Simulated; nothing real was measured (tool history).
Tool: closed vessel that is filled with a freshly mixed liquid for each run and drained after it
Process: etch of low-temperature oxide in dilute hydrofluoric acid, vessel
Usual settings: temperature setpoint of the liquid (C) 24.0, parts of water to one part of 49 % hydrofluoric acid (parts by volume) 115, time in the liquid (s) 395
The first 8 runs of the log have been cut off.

| run | day | temperature setpoint of the liquid (C) | parts of water to one part of 49 % hydrofluoric acid (parts by volume) | time in the liquid (s) | wafers since the last listed run | hours since the thermometer was replaced | hours since the hydrofluoric acid flow meter was replaced | hours since the gauge calibration | read-back film thickness of the low-temperature oxide reference wafer, read on the same gauge (nm) | thickness taken off the low-temperature oxide on a monitor wafer (nm) |
|---|---|---|---|---|---|---|---|---|---|---|
| 9 | 16.021 | 24.0 | 115 | 395 | 3981 | 1864.7 | 274.8 | 1210.1 | 120.01 | 56.35 |
|  | 19.462 | thermometer replaced |
| 10 | 19.550 | 25.5 | 90 | 395 | 5857 | 2.1 | 359.5 | 1294.8 | 119.99 | 74.79 |
| 11 | 20.746 | 25.5 | 90 | 395 | 2008 | 30.8 | 388.2 | 1323.5 | 119.98 | 75.90 |
|  | 25.783 | gauge calibrated |
| 12 | 26.567 | 25.5 | 90 | 395 | 9776 | 170.5 | 527.9 | 18.8 | 119.98 | 74.57 |
| 13 | 28.058 | 24.0 | 115 | 395 | 2505 | 206.3 | 563.7 | 54.6 | 119.97 | 53.82 |
|  | 29.629 | thermometer replaced, repeated, since the last time left the tool worse |
| 14 | 30.446 | 24.0 | 85 | 395 | 3940 | 19.6 | 621.0 | 111.9 | 119.99 | 85.13 |
| 15 | 32.383 | 24.0 | 115 | 395 | 3254 | 66.1 | 667.5 | 158.4 | 119.98 | 60.13 |
| 16 | 34.192 | 25.5 | 90 | 395 | 3037 | 109.5 | 710.9 | 201.8 | 119.97 | 85.26 |
| 17 | 35.683 | 24.0 | 170 | 395 | 2505 | 145.3 | 746.7 | 237.6 | 120.01 | 38.53 |
| 18 | 36.767 | 22.5 | 115 | 395 | 1819 | 171.3 | 772.7 | 263.6 | 120.01 | 56.76 |
| 19 | 39.396 | 24.0 | 95 | 395 | 4415 | 234.4 | 835.8 | 326.7 | 119.97 | 75.32 |
| 20 | 41.196 | 24.0 | 115 | 395 | 3023 | 277.6 | 879.0 | 369.9 | 119.98 | 59.61 |
| 21 | 42.625 | 24.0 | 115 | 395 | 2400 | 311.9 | 913.3 | 404.2 | 119.96 | 60.14 |
|  | 42.775 | hydrofluoric acid flow meter replaced |
| 22 | 44.046 | 27.5 | 130 | 570 | 2316 | 346.0 | 30.5 | 438.3 | 119.98 | 87.02 |
| 23 | 46.279 | 28.0 | 140 | 620 | 3751 | 399.6 | 84.1 | 491.9 | 119.99 | 87.16 |
| 24 | 51.892 | 27.0 | 140 | 395 | 9426 | 534.3 | 218.8 | 626.6 | 119.98 | 53.54 |
| 25 | 53.038 | 24.0 | 115 | 395 | 1924 | 561.8 | 246.3 | 654.1 | 120.02 | 59.60 |
| 26 | 55.588 | 24.0 | 95 | 255 | 4282 | 623.0 | 307.5 | 715.3 | 120.05 | 47.77 |
| 27 | 57.954 | 19.5 | 170 | 555 | 3974 | 679.8 | 364.3 | 772.1 | 120.02 | 44.26 |
| 28 | 60.662 | 24.0 | 115 | 395 | 4548 | 744.8 | 429.3 | 837.1 | 120.00 | 59.56 |
| 29 | 62.862 | 22.5 | 145 | 260 | 3695 | 797.6 | 482.1 | 889.9 | 120.02 | 27.75 |
| 30 | 64.721 | 24.0 | 145 | 395 | 3121 | 842.2 | 526.7 | 934.5 | 120.00 | 45.42 |

Consider 3 possible next runs. They are alternatives, not a sequence: every one starts from the tool as it was left by run 30. What does each give?
| A | 64.754 | 24.0 | 115 | 510 | 55 | 843.0 | 527.5 | 935.3 | ? | ? |
| B | 64.754 | 27.0 | 155 | 525 | 55 | 843.0 | 527.5 | 935.3 | ? | ? |
| C | 64.754 | 27.5 | 100 | 395 | 55 | 843.0 | 527.5 | 935.3 | ? | ? |

| run | read-back film thickness of the low-temperature oxide reference wafer, read on the same gauge (nm) | thickness taken off the low-temperature oxide on a monitor wafer (nm) |
|---|---|---|
| A | 120.01 | 76.28 |
| B | 120.01 | 62.34 |
| C | 120.01 | 79.36 |
Without the tool's hidden state the same runs would have given:
| run | thickness taken off the low-temperature oxide on a monitor wafer (nm) |
|---|---|
| A | 78.66 |
| B | 64.17 |
| C | 81.78 |
